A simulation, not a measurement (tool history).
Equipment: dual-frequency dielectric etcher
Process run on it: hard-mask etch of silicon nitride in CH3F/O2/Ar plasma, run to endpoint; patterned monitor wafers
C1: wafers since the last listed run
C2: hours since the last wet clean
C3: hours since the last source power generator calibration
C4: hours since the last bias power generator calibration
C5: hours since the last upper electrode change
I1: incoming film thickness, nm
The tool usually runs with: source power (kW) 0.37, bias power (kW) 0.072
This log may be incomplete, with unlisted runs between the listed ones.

{"run": 1, "hour": 0.0, "source power (kW)": 0.37, "bias power (kW)": 0.064, "C1": 0, "C2": 489.3, "C3": 3583.3, "C4": 5094.7, "C5": 4975.2, "I1": 39.06, "endpoint time (s)": 66.3}
{"run": 2, "hour": 13.1, "source power (kW)": 0.37, "bias power (kW)": 0.072, "C1": 148, "C2": 502.4, "C3": 3596.4, "C4": 5107.8, "C5": 4988.3, "I1": 39.17, "endpoint time (s)": 63.2}
{"run": 3, "hour": 20.6, "source power (kW)": 0.37, "bias power (kW)": 0.072, "C1": 85, "C2": 509.9, "C3": 3603.9, "C4": 5115.3, "C5": 4995.8, "I1": 38.92, "endpoint time (s)": 63}
{"run": 4, "hour": 32.2, "source power (kW)": 0.37, "bias power (kW)": 0.072, "C1": 131, "C2": 521.5, "C3": 3615.5, "C4": 5126.9, "C5": 5007.4, "I1": 39.13, "endpoint time (s)": 63}
{"run": 5, "hour": 44.9, "source power (kW)": 0.31, "bias power (kW)": 0.072, "C1": 144, "C2": 534.2, "C3": 3628.2, "C4": 5139.6, "C5": 5020.1, "I1": 39.05, "endpoint time (s)": 67.3}
{"run": 6, "hour": 54.9, "source power (kW)": 0.37, "bias power (kW)": 0.072, "C1": 113, "C2": 544.2, "C3": 3638.2, "C4": 5149.6, "C5": 5030.1, "I1": 39.54, "endpoint time (s)": 63.8}
{"run": 7, "hour": 67.5, "source power (kW)": 0.37, "bias power (kW)": 0.072, "C1": 143, "C2": 556.8, "C3": 3650.8, "C4": 5162.2, "C5": 5042.7, "I1": 39.42, "endpoint time (s)": 63.7}
{"run": 8, "hour": 84.5, "source power (kW)": 0.37, "bias power (kW)": 0.072, "C1": 193, "C2": 573.8, "C3": 3667.8, "C4": 5179.2, "C5": 5059.7, "I1": 39.23, "endpoint time (s)": 63.4}
{"run": 9, "hour": 90.8, "source power (kW)": 0.37, "bias power (kW)": 0.081, "C1": 71, "C2": 580.1, "C3": 3674.1, "C4": 5185.5, "C5": 5066, "I1": 39.34, "endpoint time (s)": 60.2}
{"run": 10, "hour": 99.3, "source power (kW)": 0.37, "bias power (kW)": 0.081, "C1": 96, "C2": 588.6, "C3": 3682.6, "C4": 5194, "C5": 5074.5, "I1": 39.3, "endpoint time (s)": 60.4}
{"hour": 136.5, "done": "wet clean of the chamber"}
{"run": 11, "hour": 137.0, "source power (kW)": 0.37, "bias power (kW)": 0.081, "C1": 155, "C2": 0.5, "C3": 3720.3, "C4": 5231.7, "C5": 5112.2, "I1": 39.15, "endpoint time (s)": 56.6}
{"run": 12, "hour": 137.4, "source power (kW)": 0.37, "bias power (kW)": 0.072, "C1": 4, "C2": 0.9, "C3": 3720.7, "C4": 5232.1, "C5": 5112.6, "I1": 39.13, "endpoint time (s)": 59.7}
{"run": 13, "hour": 137.7, "source power (kW)": 0.37, "bias power (kW)": 0.072, "C1": 3, "C2": 1.2, "C3": 3721, "C4": 5232.4, "C5": 5112.9, "I1": 39.08, "endpoint time (s)": 59.3}
{"run": 14, "hour": 150.8, "source power (kW)": 0.37, "bias power (kW)": 0.072, "C1": 148, "C2": 14.3, "C3": 3734.1, "C4": 5245.5, "C5": 5126, "I1": 39.27, "endpoint time (s)": 60}
{"hour": 159.2, "done": "source power generator calibrated"}
{"run": 15, "hour": 194.2, "source power (kW)": 0.37, "bias power (kW)": 0.085, "C1": 447, "C2": 57.7, "C3": 35, "C4": 5288.9, "C5": 5169.4, "I1": 39.29, "endpoint time (s)": 55.3}
{"run": 16, "hour": 203.5, "source power (kW)": 0.31, "bias power (kW)": 0.065, "C1": 105, "C2": 67, "C3": 44.3, "C4": 5298.2, "C5": 5178.7, "I1": 39.25, "endpoint time (s)": 67.9}
{"run": 17, "hour": 213.4, "source power (kW)": 0.37, "bias power (kW)": 0.072, "C1": 112, "C2": 76.9, "C3": 54.2, "C4": 5308.1, "C5": 5188.6, "I1": 38.94, "endpoint time (s)": 59.8}

What does the tool deliver on the next run?
{"hour": 218.1, "done": "bias power generator calibrated"}
{"run": 18, "hour": 228.5, "source power (kW)": 0.41, "bias power (kW)": 0.064, "C1": 126, "C2": 92, "C3": 69.3, "C4": 10.4, "C5": 5203.7, "I1": 39.18, "endpoint time (s)": "?"}

{"run 18": {"endpoint time (s)": 61.1}}
Were there no unlogged condition in the tool, this run, its random variation unchanged, would have produced endpoint time (s) 61.1.

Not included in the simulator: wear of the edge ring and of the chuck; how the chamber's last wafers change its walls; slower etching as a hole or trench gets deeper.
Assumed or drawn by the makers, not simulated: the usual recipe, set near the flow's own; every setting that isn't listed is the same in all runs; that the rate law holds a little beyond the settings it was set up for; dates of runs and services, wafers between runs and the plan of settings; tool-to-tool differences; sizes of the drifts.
